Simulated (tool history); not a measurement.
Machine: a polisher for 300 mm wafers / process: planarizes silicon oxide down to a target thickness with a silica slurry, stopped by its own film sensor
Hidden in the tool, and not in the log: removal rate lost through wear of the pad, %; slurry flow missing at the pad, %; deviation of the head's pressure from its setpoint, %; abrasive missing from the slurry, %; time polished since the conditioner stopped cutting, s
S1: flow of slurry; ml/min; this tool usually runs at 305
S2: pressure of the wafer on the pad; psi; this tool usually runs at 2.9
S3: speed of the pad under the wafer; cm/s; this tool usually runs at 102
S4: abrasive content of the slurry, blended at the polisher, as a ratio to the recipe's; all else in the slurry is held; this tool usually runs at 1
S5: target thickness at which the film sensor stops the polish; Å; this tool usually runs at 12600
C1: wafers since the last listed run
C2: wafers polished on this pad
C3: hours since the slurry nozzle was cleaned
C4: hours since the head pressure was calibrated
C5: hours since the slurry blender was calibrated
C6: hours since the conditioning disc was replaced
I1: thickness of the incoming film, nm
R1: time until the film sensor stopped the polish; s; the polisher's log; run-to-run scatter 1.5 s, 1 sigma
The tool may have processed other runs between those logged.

run,hour,S1,S2,S3,S4,S5,C1,C2,C3,C4,C5,C6,I1,R1
1,0,355,3.2,102,1,12600,0,1534,114.3,705.6,99.2,499.9,1387.3,78
2,69,355,3.2,102,1,12600,736,2271,183.3,774.6,168.2,568.9,1397.9,87.8
# hour 112.8: worn pad replaced by a new one
3,115.1,305,2.9,102,1,12600,449,24,229.4,820.7,214.3,615,1420.6,97
# hour 143.1: conditioning disc replaced and pad reconditioned
# hour 154.2: slurry nozzle cleaned
4,175.4,305,2.9,102,1,12600,611,636,21.2,881,274.6,32.3,1428.9,109.8
# hour 192.1: slurry blender recalibrated
5,200.2,305,2.9,102,1,12600,243,879,46,905.8,8.1,57.1,1406.6,99.5
6,244.1,305,2.9,102,1,12600,468,1348,89.9,949.7,52,101,1410.9,106.2
7,312.5,305,2.9,102,1,12600,730,2079,158.3,1018.1,120.4,169.4,1416.3,112.3
8,370.3,305,2.2,102,1,12600,617,2696,216.1,1075.9,178.2,227.2,1393.7,118.7
# hour 388.7: worn pad replaced by a new one
9,440.2,305,2.2,102,1,12600,703,549,286,1145.8,248.1,297.1,1392.8,111.6
# hour 457.1: slurry nozzle cleaned
10,464.9,305,2.9,102,1,12600,253,802,7.8,1170.5,272.8,321.8,1408,100.1
# hour 493.7: slurry blender recalibrated
11,505.8,305,2.9,102,1.2,12600,415,1218,48.7,1211.4,12.1,362.7,1398.7,89.2
# hour 510.6: head pressure recalibrated
12,542.3,305,2.9,102,1.2,12600,368,1586,85.2,31.7,48.6,399.2,1425.9,100.8
13,601.3,305,2.9,102,1.2,12600,630,2216,144.2,90.7,107.6,458.2,1387.9,80.6
# hour 650.2: conditioning disc replaced and pad reconditioned
# hour 665.8: worn pad replaced by a new one
14,666.3,260,3.6,102,1.1,12600,630,5,209.2,155.7,172.6,16.1,1390.9,64.5
15,700.3,305,2.9,84,1.15,12090,363,368,243.2,189.7,206.6,50.1,1407.4,133.1
# hour 761.6: slurry nozzle cleaned
16,765.5,305,2.9,102,1,12600,685,1054,3.9,254.9,271.8,115.3,1403.7,96.6
# hour 782.4: slurry blender recalibrated
17,801,305,2.2,102,1,12600,357,1412,39.4,290.4,18.6,150.8,1406.9,126.5
18,853.4,305,2.9,102,1,12600,559,1971,91.8,342.8,71,203.2,1394.9,92.6
19,896.3,305,3.9,102,1,12600,458,2429,134.7,385.7,113.9,246.1,1425.8,90.9
20,930.7,360,2.9,132,1.15,12990,367,2797,169.1,420.1,148.3,280.5,1421.4,68.4
# hour 940: worn pad replaced by a new one
21,988,410,2.5,126,1,12890,569,512,226.4,477.4,205.6,337.8,1387.3,61.9
22,1025.4,305,2.9,82,1,12600,399,912,263.8,514.8,243,375.2,1433.2,128
# hour 1045.2: slurry nozzle cleaned
# hour 1060.7: slurry blender recalibrated
23,1091.8,305,2.9,120,1,12470,677,1589,46.6,581.2,31.1,441.6,1403.4,98.4
# hour 1153.1: conditioning disc replaced and pad reconditioned
24,1194.5,360,3.9,102,1.2,12880,1075,2664,149.3,683.9,133.8,41.4,1413.1,62.3
# hour 1199.5: worn pad replaced by a new one
25,1224.6,305,2.9,102,1,12600,278,268,179.4,714,163.9,71.5,1405.2,92.5
# hour 1347.6: slurry blender recalibrated
# hour 1357.6: slurry nozzle cleaned
26,1403.8,305,2.9,102,1,12600,1881,2149,46.2,893.2,56.2,250.7,1393.8,96

Predict each of these 3 candidate next runs independently; none follows another, all start after run 26:
A,1404.2,305,3.2,102,1,12600,4,2153,46.6,893.6,56.6,251.1,1402.2,?
B,1404.2,350,2,102,1.15,12890,4,2153,46.6,893.6,56.6,251.1,1402.2,?
C,1404.2,265,3.4,102,0.9,12770,4,2153,46.6,893.6,56.6,251.1,1402.2,?

run,R1
A,92.4
B,103.8
C,80.7
Without the tool's hidden state the same runs would have given:
run,R1
A,74
B,83.1
C,64.6
